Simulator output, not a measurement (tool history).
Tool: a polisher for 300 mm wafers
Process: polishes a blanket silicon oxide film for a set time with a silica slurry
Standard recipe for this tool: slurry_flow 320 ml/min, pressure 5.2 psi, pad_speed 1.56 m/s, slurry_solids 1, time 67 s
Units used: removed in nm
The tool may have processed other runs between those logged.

run,day,slurry_flow,pressure,pad_speed,slurry_solids,time,wafers since the last listed run,wafers polished on this pad,hours since the slurry nozzle was cleaned,hours since the head pressure was calibrated,hours since the slurry blender was calibrated,hours since the conditioning disc was replaced,"incoming thickness of the incoming film, nm",removed
1,0,320,5.2,1.56,1,67,0,8180,672.9,1017.3,358.9,168.8,1451.4,351.2
2,2.138,320,5.2,1.56,1,67,739,8919,724.2,1068.6,410.2,220.1,1459.4,347.6
# day 3.783: worn pad replaced by a new one
3,4.008,320,5.2,1.56,1,67,589,77,769.1,1113.5,455.1,265,1420.7,349
# day 4.529: slurry nozzle cleaned
4,5.75,320,5.2,1.56,1,67,587,665,29.3,1155.3,496.9,306.8,1451,347.2
# day 6.896: head pressure recalibrated
5,7.617,320,5.2,1.56,1,67,616,1281,74.1,17.3,541.7,351.6,1418.9,341.4
6,11.592,365,3.9,1.56,1,67,1374,2656,169.5,112.7,637.1,447,1441.4,257.7
# day 12.754: slurry blender recalibrated
7,14.117,320,4.4,1.56,1,87,844,3501,230.1,173.3,32.7,507.6,1410.1,381.9
8,18.588,320,5.2,1.56,1,67,1546,5047,337.4,280.6,140,614.9,1434.3,323.9
9,20.908,320,5.2,1.56,1,67,802,5850,393.1,336.3,195.7,670.6,1450.3,325.7
# day 21.017: conditioning disc replaced and pad reconditioned
10,22.833,320,4.3,1.56,1,67,636,6486,439.3,382.5,241.9,43.6,1430.3,296.8
11,25.312,320,5.2,1.86,0.8,75,857,7344,498.8,442,301.4,103.1,1438.7,382.9
# day 28.017: worn pad replaced by a new one
12,28.742,320,5.2,1.96,1,67,1128,250,581.1,524.3,383.7,185.4,1439.3,416
13,32.696,430,5.7,1.56,1,53,1367,1617,676,619.2,478.6,280.3,1444.5,304.4
# day 34.517: slurry nozzle cleaned
14,37.008,265,5.8,1.56,1,49,1477,3094,59.8,722.7,582.1,383.8,1446.9,267.7
15,41.35,320,5.8,1.56,1,67,1501,4596,164,826.9,686.3,488,1435.3,360.8
# day 41.779: slurry blender recalibrated
16,43,375,5.2,1.14,1,67,541,5138,203.6,866.5,29.3,527.6,1442,274.7
# day 44.454: conditioning disc replaced and pad reconditioned
# day 54.029: head pressure recalibrated
17,54.692,390,4.7,1.56,1,81,3985,9124,484.2,15.9,309.9,245.7,1464.3,390.7
# day 57.412: worn pad replaced by a new one
18,59.079,320,3.8,1.56,1,55,1459,575,589.5,121.2,415.2,351,1438.9,209.1
19,61.654,320,5.2,1.56,1.2,67,890,1466,651.3,183,477,412.8,1434.6,370
# day 63.021: slurry nozzle cleaned
20,64.858,320,5.2,1.02,1,67,1093,2560,44.1,259.9,553.9,489.7,1450.6,241.4
21,67.304,320,5.2,1.4,0.7,89,845,3406,102.8,318.6,612.6,548.4,1437.4,318.2
# day 68.196: conditioning disc replaced and pad reconditioned
22,69.642,320,6.8,1.14,1.1,67,779,4185,158.9,374.7,668.7,34.7,1455.6,371.2
# day 70.192: slurry blender recalibrated
23,72.062,320,4.1,1.38,1,67,808,4994,217,432.8,44.9,92.8,1462.7,260.7
24,76.221,320,5.2,1.9,1,67,1438,6432,316.8,532.6,144.7,192.6,1438.6,419
25,80.708,320,7,1.56,1.2,76,1551,7984,424.5,640.3,252.4,300.3,1445.7,576.3
26,84.775,365,3.5,1.56,1,67,1406,9390,522.1,737.9,350,397.9,1432.4,236.5

Branching from run 26: 3 alternative next runs. What would each branch give?
A,84.792,230,5.2,1.56,1,67,5,9396,522.5,738.3,350.4,398.3,1452.3,?
B,84.792,320,5.2,1.4,1,67,5,9396,522.5,738.3,350.4,398.3,1452.3,?
C,84.792,370,5.2,1.56,1,55,5,9396,522.5,738.3,350.4,398.3,1452.3,?

run,removed
A,330
B,315.6
C,283.6
Without the tool's unlogged condition, the same runs would have read:
run,removed
A,354.1
B,337.5
C,304.2
